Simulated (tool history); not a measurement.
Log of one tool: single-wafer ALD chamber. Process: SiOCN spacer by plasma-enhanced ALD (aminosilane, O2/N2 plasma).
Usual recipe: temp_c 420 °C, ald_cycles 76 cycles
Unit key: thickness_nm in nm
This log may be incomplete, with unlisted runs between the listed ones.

| run | day | temp_c | ald_cycles | read-back reference wafer on the same gauge, thickness_nm | thickness_nm |
|---|---|---|---|---|---|
| 1 | 0.000 | 420 | 76 | 3.842 | 3.899 |
| 2 | 0.500 | 420 | 76 | 3.842 | 3.892 |
| 3 | 0.971 | 420 | 76 | 3.840 | 3.915 |
|  | 2.538 | thermocouple changed; heater temperature recalibrated |
| 4 | 2.558 | 420 | 76 | 3.841 | 3.916 |
| 5 | 2.642 | 420 | 76 | 3.840 | 3.897 |
| 6 | 3.250 | 420 | 73 | 3.840 | 3.744 |
|  | 3.612 | gauge calibrated |
| 7 | 3.896 | 420 | 73 | 3.840 | 3.759 |
| 8 | 4.408 | 431 | 83 | 3.840 | 4.108 |
| 9 | 4.958 | 426 | 84 | 3.837 | 4.225 |
| 10 | 5.362 | 431 | 84 | 3.841 | 4.145 |
| 11 | 5.850 | 420 | 85 | 3.839 | 4.361 |
| 12 | 6.412 | 429 | 81 | 3.842 | 4.042 |
| 13 | 6.908 | 408 | 62 | 3.842 | 3.337 |
| 14 | 7.542 | 420 | 76 | 3.841 | 3.909 |

Forecast each of these 3 alternatives for the next run:
| A | 7.562 | 420 | 82 | ? | ? |
| B | 7.562 | 415 | 87 | ? | ? |
| C | 7.562 | 430 | 90 | ? | ? |

| run | read-back reference wafer on the same gauge, thickness_nm | thickness_nm |
|---|---|---|
| A | 3.839 | 4.219 |
| B | 3.839 | 4.558 |
| C | 3.839 | 4.462 |
With no hidden state in the tool, these same runs would have given:
| run | thickness_nm |
|---|---|
| A | 4.219 |
| B | 4.558 |
| C | 4.462 |

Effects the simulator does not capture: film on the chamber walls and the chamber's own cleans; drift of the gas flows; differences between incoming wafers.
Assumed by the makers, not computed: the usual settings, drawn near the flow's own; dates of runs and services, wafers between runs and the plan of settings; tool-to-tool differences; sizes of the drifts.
